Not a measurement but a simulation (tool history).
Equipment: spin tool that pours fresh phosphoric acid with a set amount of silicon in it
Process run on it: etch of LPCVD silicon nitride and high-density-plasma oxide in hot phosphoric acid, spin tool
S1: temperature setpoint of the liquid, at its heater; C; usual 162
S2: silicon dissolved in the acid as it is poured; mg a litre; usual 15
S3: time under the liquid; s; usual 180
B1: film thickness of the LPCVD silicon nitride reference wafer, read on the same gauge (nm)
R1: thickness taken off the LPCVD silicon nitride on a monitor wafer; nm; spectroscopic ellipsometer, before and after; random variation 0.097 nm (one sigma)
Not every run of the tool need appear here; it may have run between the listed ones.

{"run": 1, "hour": 0.0, "S1": 163.5, "S2": 15, "S3": 180, "B1": 90.02, "R1": 15.78}
{"run": 2, "hour": 28.5, "S1": 163.5, "S2": 15, "S3": 180, "B1": 89.99, "R1": 15.82}
{"run": 3, "hour": 40.8, "S1": 160.5, "S2": 15, "S3": 180, "B1": 90, "R1": 14.37}
{"run": 4, "hour": 75.6, "S1": 164, "S2": 11, "S3": 180, "B1": 90.01, "R1": 16.12}
{"run": 5, "hour": 110.3, "S1": 164, "S2": 11, "S3": 180, "B1": 89.98, "R1": 16.03}
{"run": 6, "hour": 138.0, "S1": 162, "S2": 15, "S3": 255, "B1": 90.01, "R1": 21.33}
{"hour": 167.7, "done": "dissolved silicon flow meter replaced"}
{"run": 7, "hour": 168.2, "S1": 162, "S2": 15, "S3": 255, "B1": 90, "R1": 21.17}
{"run": 8, "hour": 183.4, "S1": 162, "S2": 15, "S3": 255, "B1": 90.03, "R1": 21.2}
{"hour": 183.9, "done": "gauge calibrated"}
{"hour": 198.0, "done": "thermometer replaced"}
{"run": 9, "hour": 210.8, "S1": 162, "S2": 15, "S3": 180, "B1": 90, "R1": 14.99}
{"hour": 214.4, "done": "heated supply line repaired"}
{"run": 10, "hour": 227.7, "S1": 162, "S2": 15, "S3": 180, "B1": 89.97, "R1": 17.03}
{"run": 11, "hour": 257.9, "S1": 162, "S2": 15, "S3": 180, "B1": 90.02, "R1": 16.95}
{"run": 12, "hour": 282.7, "S1": 162, "S2": 20.5, "S3": 180, "B1": 89.98, "R1": 16.83}
{"run": 13, "hour": 314.8, "S1": 164, "S2": 15, "S3": 180, "B1": 90, "R1": 18.03}
{"run": 14, "hour": 350.4, "S1": 162, "S2": 15, "S3": 255, "B1": 90.02, "R1": 23.97}
{"run": 15, "hour": 370.2, "S1": 162, "S2": 8.5, "S3": 105, "B1": 90.02, "R1": 9.81}
{"run": 16, "hour": 382.4, "S1": 165, "S2": 5.5, "S3": 115, "B1": 90.02, "R1": 11.95}
{"run": 17, "hour": 401.9, "S1": 164, "S2": 22.5, "S3": 240, "B1": 89.99, "R1": 24.01}
{"run": 18, "hour": 418.7, "S1": 163, "S2": 7.5, "S3": 290, "B1": 89.98, "R1": 27.79}

Run 19 comes next. What will it give?
{"run": 19, "hour": 453.3, "S1": 159.5, "S2": 15, "S3": 180, "B1": "?", "R1": "?"}

Run 19 produced B1 90.02, R1 15.48 nm.
Take away the tool's hidden state, keep the run-to-run variation as it was, and the same run would have given R1 15.94 nm.

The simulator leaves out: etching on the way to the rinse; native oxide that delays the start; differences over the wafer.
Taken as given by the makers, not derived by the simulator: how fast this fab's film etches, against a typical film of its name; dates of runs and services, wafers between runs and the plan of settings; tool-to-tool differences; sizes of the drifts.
